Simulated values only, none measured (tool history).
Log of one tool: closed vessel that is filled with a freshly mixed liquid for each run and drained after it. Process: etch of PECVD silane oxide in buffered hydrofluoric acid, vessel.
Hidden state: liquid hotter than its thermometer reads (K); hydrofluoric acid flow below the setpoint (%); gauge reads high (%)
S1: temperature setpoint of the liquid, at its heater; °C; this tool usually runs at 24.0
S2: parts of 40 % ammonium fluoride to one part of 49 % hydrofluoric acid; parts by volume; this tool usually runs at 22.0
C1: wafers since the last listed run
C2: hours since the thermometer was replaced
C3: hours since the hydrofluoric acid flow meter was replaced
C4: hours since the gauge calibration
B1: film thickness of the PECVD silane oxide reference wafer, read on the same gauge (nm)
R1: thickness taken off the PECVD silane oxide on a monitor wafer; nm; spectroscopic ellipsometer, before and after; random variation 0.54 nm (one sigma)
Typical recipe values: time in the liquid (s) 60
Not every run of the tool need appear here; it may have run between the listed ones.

{"run": 1, "hour": 0.0, "S1": 24.0, "S2": 22.0, "time in the liquid (s)": 85, "C1": 0, "C2": 1983.8, "C3": 1732.9, "C4": 118.8, "B1": 59.99, "R1": 173.15}
{"run": 2, "hour": 35.8, "S1": 24.0, "S2": 22.0, "time in the liquid (s)": 60, "C1": 2430, "C2": 2019.6, "C3": 1768.7, "C4": 154.6, "B1": 59.99, "R1": 123.09}
{"run": 3, "hour": 49.8, "S1": 24.0, "S2": 22.0, "time in the liquid (s)": 60, "C1": 950, "C2": 2033.6, "C3": 1782.7, "C4": 168.6, "B1": 60.0, "R1": 122.31}
{"run": 4, "hour": 74.8, "S1": 24.0, "S2": 22.0, "time in the liquid (s)": 60, "C1": 1697, "C2": 2058.6, "C3": 1807.7, "C4": 193.6, "B1": 60.01, "R1": 122.21}
{"run": 5, "hour": 105.2, "S1": 24.0, "S2": 22.0, "time in the liquid (s)": 60, "C1": 2063, "C2": 2089.0, "C3": 1838.1, "C4": 224.0, "B1": 59.99, "R1": 123.51}
{"run": 6, "hour": 138.0, "S1": 24.0, "S2": 28.0, "time in the liquid (s)": 60, "C1": 2226, "C2": 2121.8, "C3": 1870.9, "C4": 256.8, "B1": 60.02, "R1": 102.46}
{"run": 7, "hour": 159.9, "S1": 24.0, "S2": 22.0, "time in the liquid (s)": 60, "C1": 1486, "C2": 2143.7, "C3": 1892.8, "C4": 278.7, "B1": 60.01, "R1": 124.33}
{"run": 8, "hour": 187.0, "S1": 24.0, "S2": 22.0, "time in the liquid (s)": 60, "C1": 1839, "C2": 2170.8, "C3": 1919.9, "C4": 305.8, "B1": 59.98, "R1": 122.85}
{"run": 9, "hour": 204.0, "S1": 24.0, "S2": 22.0, "time in the liquid (s)": 60, "C1": 1154, "C2": 2187.8, "C3": 1936.9, "C4": 322.8, "B1": 60.0, "R1": 122.58}
{"hour": 207.7, "done": "hydrofluoric acid flow meter replaced"}
{"run": 10, "hour": 238.0, "S1": 24.0, "S2": 22.0, "time in the liquid (s)": 60, "C1": 2240, "C2": 2221.8, "C3": 30.3, "C4": 356.8, "B1": 59.98, "R1": 132.67}
{"hour": 251.1, "done": "thermometer replaced"}
{"hour": 253.3, "done": "gauge calibrated"}
{"run": 11, "hour": 255.0, "S1": 24.0, "S2": 22.0, "time in the liquid (s)": 60, "C1": 1086, "C2": 3.9, "C3": 47.3, "C4": 1.7, "B1": 59.99, "R1": 111.73}
{"run": 12, "hour": 270.9, "S1": 24.0, "S2": 22.0, "time in the liquid (s)": 60, "C1": 1079, "C2": 19.8, "C3": 63.2, "C4": 17.6, "B1": 60.01, "R1": 113.2}
{"run": 13, "hour": 288.2, "S1": 20.5, "S2": 28.0, "time in the liquid (s)": 60, "C1": 1174, "C2": 37.1, "C3": 80.5, "C4": 34.9, "B1": 60.0, "R1": 78.13}
{"run": 14, "hour": 305.3, "S1": 24.0, "S2": 22.0, "time in the liquid (s)": 60, "C1": 1160, "C2": 54.2, "C3": 97.6, "C4": 52.0, "B1": 60.02, "R1": 112.32}
{"run": 15, "hour": 341.2, "S1": 20.0, "S2": 22.0, "time in the liquid (s)": 60, "C1": 2437, "C2": 90.1, "C3": 133.5, "C4": 87.9, "B1": 59.99, "R1": 89.5}
{"run": 16, "hour": 359.5, "S1": 24.0, "S2": 14.0, "time in the liquid (s)": 35, "C1": 1242, "C2": 108.4, "C3": 151.8, "C4": 106.2, "B1": 59.99, "R1": 97.75}
{"run": 17, "hour": 384.4, "S1": 24.0, "S2": 22.0, "time in the liquid (s)": 60, "C1": 1690, "C2": 133.3, "C3": 176.7, "C4": 131.1, "B1": 60.01, "R1": 112.97}
{"run": 18, "hour": 406.2, "S1": 26.0, "S2": 22.0, "time in the liquid (s)": 40, "C1": 1480, "C2": 155.1, "C3": 198.5, "C4": 152.9, "B1": 59.99, "R1": 82.98}
{"run": 19, "hour": 422.9, "S1": 25.5, "S2": 22.0, "time in the liquid (s)": 60, "C1": 1133, "C2": 171.8, "C3": 215.2, "C4": 169.6, "B1": 60.03, "R1": 122.01}
{"run": 20, "hour": 449.1, "S1": 21.5, "S2": 22.0, "time in the liquid (s)": 75, "C1": 1778, "C2": 198.0, "C3": 241.4, "C4": 195.8, "B1": 59.99, "R1": 123.55}
{"run": 21, "hour": 465.5, "S1": 24.0, "S2": 15.5, "time in the liquid (s)": 60, "C1": 1113, "C2": 214.4, "C3": 257.8, "C4": 212.2, "B1": 59.99, "R1": 153.7}
{"run": 22, "hour": 491.4, "S1": 26.5, "S2": 27.0, "time in the liquid (s)": 70, "C1": 1758, "C2": 240.3, "C3": 283.7, "C4": 238.1, "B1": 60.01, "R1": 130.77}
{"hour": 568.4, "done": "gauge calibrated"}
{"run": 23, "hour": 570.6, "S1": 24.0, "S2": 22.0, "time in the liquid (s)": 60, "C1": 5376, "C2": 319.5, "C3": 362.9, "C4": 2.2, "B1": 60.01, "R1": 112.91}

What if the next run were any one of these 4? Each begins from the tool's condition after run 23:
{"run": "A", "hour": 571.3, "S1": 24.0, "S2": 22.0, "time in the liquid (s)": 60, "C1": 47, "C2": 320.2, "C3": 363.6, "C4": 2.9, "B1": "?", "R1": "?"}
{"run": "B", "hour": 571.3, "S1": 28.0, "S2": 13.0, "time in the liquid (s)": 75, "C1": 47, "C2": 320.2, "C3": 363.6, "C4": 2.9, "B1": "?", "R1": "?"}
{"run": "C", "hour": 571.3, "S1": 20.0, "S2": 13.0, "time in the liquid (s)": 90, "C1": 47, "C2": 320.2, "C3": 363.6, "C4": 2.9, "B1": "?", "R1": "?"}
{"run": "D", "hour": 571.3, "S1": 27.0, "S2": 22.0, "time in the liquid (s)": 60, "C1": 47, "C2": 320.2, "C3": 363.6, "C4": 2.9, "B1": "?", "R1": "?"}

run=A B1=59.98 R1=112.72
run=B B1=59.98 R1=281.45
run=C B1=59.98 R1=218.45
run=D B1=59.98 R1=132.62
Had the tool no hidden state, the same runs would have come out as:
run=A R1=113.59
run=B R1=287.32
run=C R1=222.78
run=D R1=133.69

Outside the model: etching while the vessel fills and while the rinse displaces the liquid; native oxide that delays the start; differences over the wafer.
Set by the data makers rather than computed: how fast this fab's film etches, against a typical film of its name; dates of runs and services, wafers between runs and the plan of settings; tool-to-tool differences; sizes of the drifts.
